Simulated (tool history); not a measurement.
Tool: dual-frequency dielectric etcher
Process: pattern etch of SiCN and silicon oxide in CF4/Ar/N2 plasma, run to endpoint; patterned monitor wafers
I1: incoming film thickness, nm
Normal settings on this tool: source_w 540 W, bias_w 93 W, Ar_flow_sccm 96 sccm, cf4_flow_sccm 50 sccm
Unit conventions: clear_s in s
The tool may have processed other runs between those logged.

{"run": 1, "hour": 0.0, "source_w": 540, "bias_w": 93, "Ar_flow_sccm": 96, "cf4_flow_sccm": 50, "I1": 17.53, "clear_s": 16.4}
{"run": 2, "hour": 87.1, "source_w": 540, "bias_w": 93, "Ar_flow_sccm": 96, "cf4_flow_sccm": 50, "I1": 17.4, "clear_s": 16.3}
{"hour": 99.0, "done": "CF4 flow controller replaced"}
{"run": 3, "hour": 162.8, "source_w": 540, "bias_w": 93, "Ar_flow_sccm": 96, "cf4_flow_sccm": 50, "I1": 17.53, "clear_s": 16.3}
{"run": 4, "hour": 233.1, "source_w": 540, "bias_w": 93, "Ar_flow_sccm": 96, "cf4_flow_sccm": 50, "I1": 17.4, "clear_s": 16.3}
{"hour": 310.3, "done": "bias power generator calibrated"}
{"run": 5, "hour": 446.0, "source_w": 540, "bias_w": 93, "Ar_flow_sccm": 96, "cf4_flow_sccm": 50, "I1": 17.55, "clear_s": 16.5}
{"run": 6, "hour": 525.7, "source_w": 420, "bias_w": 80, "Ar_flow_sccm": 96, "cf4_flow_sccm": 57, "I1": 17.49, "clear_s": 20.1}
{"hour": 586.7, "done": "wet clean of the chamber"}
{"run": 7, "hour": 587.2, "source_w": 540, "bias_w": 93, "Ar_flow_sccm": 96, "cf4_flow_sccm": 50, "I1": 17.49, "clear_s": 16.4}
{"run": 8, "hour": 649.1, "source_w": 540, "bias_w": 105, "Ar_flow_sccm": 77, "cf4_flow_sccm": 50, "I1": 17.51, "clear_s": 15.1}
{"hour": 663.4, "done": "source power generator calibrated"}
{"run": 9, "hour": 754.5, "source_w": 540, "bias_w": 84, "Ar_flow_sccm": 96, "cf4_flow_sccm": 38, "I1": 17.46, "clear_s": 18.5}
{"run": 10, "hour": 828.3, "source_w": 540, "bias_w": 93, "Ar_flow_sccm": 96, "cf4_flow_sccm": 50, "I1": 17.62, "clear_s": 16.4}
{"run": 11, "hour": 931.5, "source_w": 540, "bias_w": 93, "Ar_flow_sccm": 96, "cf4_flow_sccm": 50, "I1": 17.41, "clear_s": 16.3}
{"run": 12, "hour": 1030.6, "source_w": 610, "bias_w": 76, "Ar_flow_sccm": 90, "cf4_flow_sccm": 50, "I1": 17.53, "clear_s": 16.3}
{"run": 13, "hour": 1118.3, "source_w": 450, "bias_w": 93, "Ar_flow_sccm": 108, "cf4_flow_sccm": 41, "I1": 17.49, "clear_s": 20.0}
{"run": 14, "hour": 1167.2, "source_w": 540, "bias_w": 85, "Ar_flow_sccm": 75, "cf4_flow_sccm": 50, "I1": 17.55, "clear_s": 16.5}
{"run": 15, "hour": 1211.5, "source_w": 540, "bias_w": 93, "Ar_flow_sccm": 112, "cf4_flow_sccm": 50, "I1": 17.56, "clear_s": 16.9}
{"run": 16, "hour": 1297.2, "source_w": 540, "bias_w": 93, "Ar_flow_sccm": 96, "cf4_flow_sccm": 38, "I1": 17.39, "clear_s": 17.6}
{"run": 17, "hour": 1353.1, "source_w": 540, "bias_w": 93, "Ar_flow_sccm": 83, "cf4_flow_sccm": 50, "I1": 17.49, "clear_s": 16.0}
{"hour": 1389.2, "done": "wet clean of the chamber"}
{"run": 18, "hour": 1418.2, "source_w": 460, "bias_w": 110, "Ar_flow_sccm": 83, "cf4_flow_sccm": 50, "I1": 17.56, "clear_s": 16.9}
{"run": 19, "hour": 1468.4, "source_w": 590, "bias_w": 93, "Ar_flow_sccm": 96, "cf4_flow_sccm": 41, "I1": 17.42, "clear_s": 16.2}
{"run": 20, "hour": 1510.6, "source_w": 540, "bias_w": 87, "Ar_flow_sccm": 113, "cf4_flow_sccm": 46, "I1": 17.55, "clear_s": 17.8}
{"run": 21, "hour": 1577.9, "source_w": 650, "bias_w": 101, "Ar_flow_sccm": 108, "cf4_flow_sccm": 50, "I1": 17.62, "clear_s": 14.2}
{"hour": 1589.4, "done": "CF4 flow controller replaced"}
{"run": 22, "hour": 1631.6, "source_w": 400, "bias_w": 109, "Ar_flow_sccm": 87, "cf4_flow_sccm": 54, "I1": 17.3, "clear_s": 18.1}
{"run": 23, "hour": 1687.7, "source_w": 540, "bias_w": 93, "Ar_flow_sccm": 96, "cf4_flow_sccm": 50, "I1": 17.67, "clear_s": 16.5}
{"run": 24, "hour": 1785.0, "source_w": 540, "bias_w": 80, "Ar_flow_sccm": 96, "cf4_flow_sccm": 50, "I1": 17.43, "clear_s": 17.4}
{"run": 25, "hour": 1878.1, "source_w": 540, "bias_w": 93, "Ar_flow_sccm": 111, "cf4_flow_sccm": 50, "I1": 17.51, "clear_s": 16.7}

State the hidden condition of the tool at each of the runs:
etch rate over this chamber's usual, %: 0 at every run
source power that arrives over what is set, %: 0 at every run
bias power that arrives over what is set, %: 0 at every run
Ar flow that arrives over what is set, %: 0 at every run
CF4 flow that arrives over what is set, %: 0 at every run

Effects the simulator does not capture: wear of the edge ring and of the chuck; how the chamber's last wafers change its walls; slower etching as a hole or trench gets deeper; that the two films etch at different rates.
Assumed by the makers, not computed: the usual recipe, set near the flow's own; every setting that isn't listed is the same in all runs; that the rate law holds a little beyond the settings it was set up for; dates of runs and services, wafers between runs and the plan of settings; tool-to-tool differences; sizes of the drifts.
